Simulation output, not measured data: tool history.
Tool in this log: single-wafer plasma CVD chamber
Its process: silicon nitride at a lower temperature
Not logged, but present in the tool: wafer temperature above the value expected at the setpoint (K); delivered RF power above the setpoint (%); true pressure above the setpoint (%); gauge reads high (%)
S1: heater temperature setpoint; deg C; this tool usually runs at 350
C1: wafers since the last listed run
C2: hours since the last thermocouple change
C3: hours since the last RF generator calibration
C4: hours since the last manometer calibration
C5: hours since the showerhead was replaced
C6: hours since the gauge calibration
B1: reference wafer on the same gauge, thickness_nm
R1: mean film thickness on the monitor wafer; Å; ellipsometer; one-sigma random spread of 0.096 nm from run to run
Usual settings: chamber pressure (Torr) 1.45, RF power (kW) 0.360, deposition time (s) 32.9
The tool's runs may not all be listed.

run 1 hour=0.0 | S1=350 chamber_pressure_(Torr)=1.34 RF_power_(kW)=0.360 deposition_time_(s)=31.3 | C1=0 C2=872.9 C3=1031.1 C4=1276.0 C5=5301.9 C6=299.9 | B1=38.511 | R1=374.72
run 2 hour=27.5 | S1=350 chamber_pressure_(Torr)=1.45 RF_power_(kW)=0.360 deposition_time_(s)=32.9 | C1=663 C2=900.4 C3=1058.6 C4=1303.5 C5=5329.4 C6=327.4 | B1=38.495 | R1=404.56
run 3 hour=43.2 | S1=350 chamber_pressure_(Torr)=1.45 RF_power_(kW)=0.360 deposition_time_(s)=32.9 | C1=379 C2=916.1 C3=1074.3 C4=1319.2 C5=5345.1 C6=343.1 | B1=38.502 | R1=404.90
run 4 hour=65.1 | S1=350 chamber_pressure_(Torr)=1.45 RF_power_(kW)=0.360 deposition_time_(s)=32.9 | C1=528 C2=938.0 C3=1096.2 C4=1341.1 C5=5367.0 C6=365.0 | B1=38.507 | R1=404.25
run 5 hour=85.2 | S1=350 chamber_pressure_(Torr)=1.45 RF_power_(kW)=0.360 deposition_time_(s)=32.9 | C1=485 C2=958.1 C3=1116.3 C4=1361.2 C5=5387.1 C6=385.1 | B1=38.498 | R1=405.62
run 6 hour=105.0 | S1=350 chamber_pressure_(Torr)=1.45 RF_power_(kW)=0.360 deposition_time_(s)=32.9 | C1=477 C2=977.9 C3=1136.1 C4=1381.0 C5=5406.9 C6=404.9 | B1=38.485 | R1=405.28
run 7 hour=195.6 | S1=350 chamber_pressure_(Torr)=1.45 RF_power_(kW)=0.360 deposition_time_(s)=28.2 | C1=2187 C2=1068.5 C3=1226.7 C4=1471.6 C5=5497.5 C6=495.5 | B1=38.511 | R1=346.66
run 8 hour=210.2 | S1=350 chamber_pressure_(Torr)=1.45 RF_power_(kW)=0.360 deposition_time_(s)=28.2 | C1=352 C2=1083.1 C3=1241.3 C4=1486.2 C5=5512.1 C6=510.1 | B1=38.512 | R1=346.15
-- hour=243.5 thermocouple changed; heater temperature recalibrated
run 9 hour=244.0 | S1=350 chamber_pressure_(Torr)=1.45 RF_power_(kW)=0.405 deposition_time_(s)=32.9 | C1=622 C2=0.5 C3=1275.1 C4=1520.0 C5=5545.9 C6=543.9 | B1=38.513 | R1=430.31
run 10 hour=250.3 | S1=350 chamber_pressure_(Torr)=1.45 RF_power_(kW)=0.360 deposition_time_(s)=37.7 | C1=152 C2=6.8 C3=1281.4 C4=1526.3 C5=5552.2 C6=550.2 | B1=38.503 | R1=462.51
run 11 hour=282.6 | S1=350 chamber_pressure_(Torr)=1.45 RF_power_(kW)=0.360 deposition_time_(s)=37.7 | C1=779 C2=39.1 C3=1313.7 C4=1558.6 C5=5584.5 C6=582.5 | B1=38.517 | R1=463.93
run 12 hour=302.4 | S1=350 chamber_pressure_(Torr)=1.45 RF_power_(kW)=0.360 deposition_time_(s)=37.7 | C1=477 C2=58.9 C3=1333.5 C4=1578.4 C5=5604.3 C6=602.3 | B1=38.496 | R1=461.55
run 13 hour=337.4 | S1=350 chamber_pressure_(Torr)=1.45 RF_power_(kW)=0.360 deposition_time_(s)=32.9 | C1=844 C2=93.9 C3=1368.5 C4=1613.4 C5=5639.3 C6=637.3 | B1=38.501 | R1=402.27

For run 14, what comes out?
run 14 hour=371.8 | S1=350 chamber_pressure_(Torr)=1.45 RF_power_(kW)=0.360 deposition_time_(s)=32.9 | C1=830 C2=128.3 C3=1402.9 C4=1647.8 C5=5673.7 C6=671.7 | B1=? | R1=?

Run 14 gave B1 38.507, R1 402.71 Å.
Without the tool's hidden state the same run would have given R1 436.65 Å.

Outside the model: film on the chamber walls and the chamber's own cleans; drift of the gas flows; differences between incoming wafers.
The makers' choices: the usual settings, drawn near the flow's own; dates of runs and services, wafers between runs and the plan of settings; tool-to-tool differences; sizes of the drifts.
